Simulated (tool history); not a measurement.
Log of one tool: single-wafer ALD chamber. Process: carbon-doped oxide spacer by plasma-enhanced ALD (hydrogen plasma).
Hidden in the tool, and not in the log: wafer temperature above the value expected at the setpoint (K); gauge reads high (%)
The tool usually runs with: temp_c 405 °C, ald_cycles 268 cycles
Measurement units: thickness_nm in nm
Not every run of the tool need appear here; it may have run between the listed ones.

run	hour	temp_c	ald_cycles	wafers since the last listed run	hours since the last thermocouple change	hours since the gauge calibration	read-back reference wafer on the same gauge, thickness_nm	thickness_nm
1	0.0	405	268	0	2193.9	166.8	10.699	12.605
2	24.7	405	268	30	2218.6	191.5	10.690	12.602
3	48.5	405	268	29	2242.4	215.3	10.682	12.658
4	68.6	405	268	24	2262.5	235.4	10.671	12.638
5	93.8	405	268	30	2287.7	260.6	10.666	12.578
6	118.5	405	268	30	2312.4	285.3	10.641	12.596
# hour 161.4: thermocouple changed; heater temperature recalibrated
7	174.8	405	268	59	13.4	341.6	10.616	12.538
8	198.4	405	268	28	37.0	365.2	10.599	12.533
9	217.3	405	268	23	55.9	384.1	10.588	12.487
10	232.1	405	268	18	70.7	398.9	10.580	12.501
11	249.5	417	314	21	88.1	416.3	10.568	14.117
# hour 258.6: gauge calibrated
12	284.0	411	246	42	122.6	25.4	10.750	11.419
13	310.1	405	268	31	148.7	51.5	10.755	12.688
14	322.3	396	287	14	160.9	63.7	10.750	13.789
15	341.3	412	296	23	179.9	82.7	10.749	13.808
16	372.1	394	241	37	210.7	113.5	10.739	11.598
17	407.0	394	301	42	245.6	148.4	10.738	14.419
18	435.2	405	268	34	273.8	176.6	10.721	12.677
19	460.0	405	268	30	298.6	201.4	10.711	12.653
20	472.6	394	286	15	311.2	214.0	10.708	13.673

Hidden state or all else? Some run-to-run changes of thickness_nm, split into what the settings, what came in and random variation would give without the hidden state, and what is left for the hidden state (with any gauge scatter that isn't in both results):
Run 6 -> 7: thermocouple changed; heater temperature recalibrated. thickness_nm -0.058 nm: hidden state -0.037, all else -0.021.
Run 11 -> 12: temp_c 417 -> 411, ald_cycles 314 -> 246, gauge calibrated. thickness_nm -2.698 nm: hidden state +0.236, all else -2.934.
Run 16 -> 17: ald_cycles 241 -> 301. thickness_nm +2.821 nm: hidden state +0.000, all else +2.821.

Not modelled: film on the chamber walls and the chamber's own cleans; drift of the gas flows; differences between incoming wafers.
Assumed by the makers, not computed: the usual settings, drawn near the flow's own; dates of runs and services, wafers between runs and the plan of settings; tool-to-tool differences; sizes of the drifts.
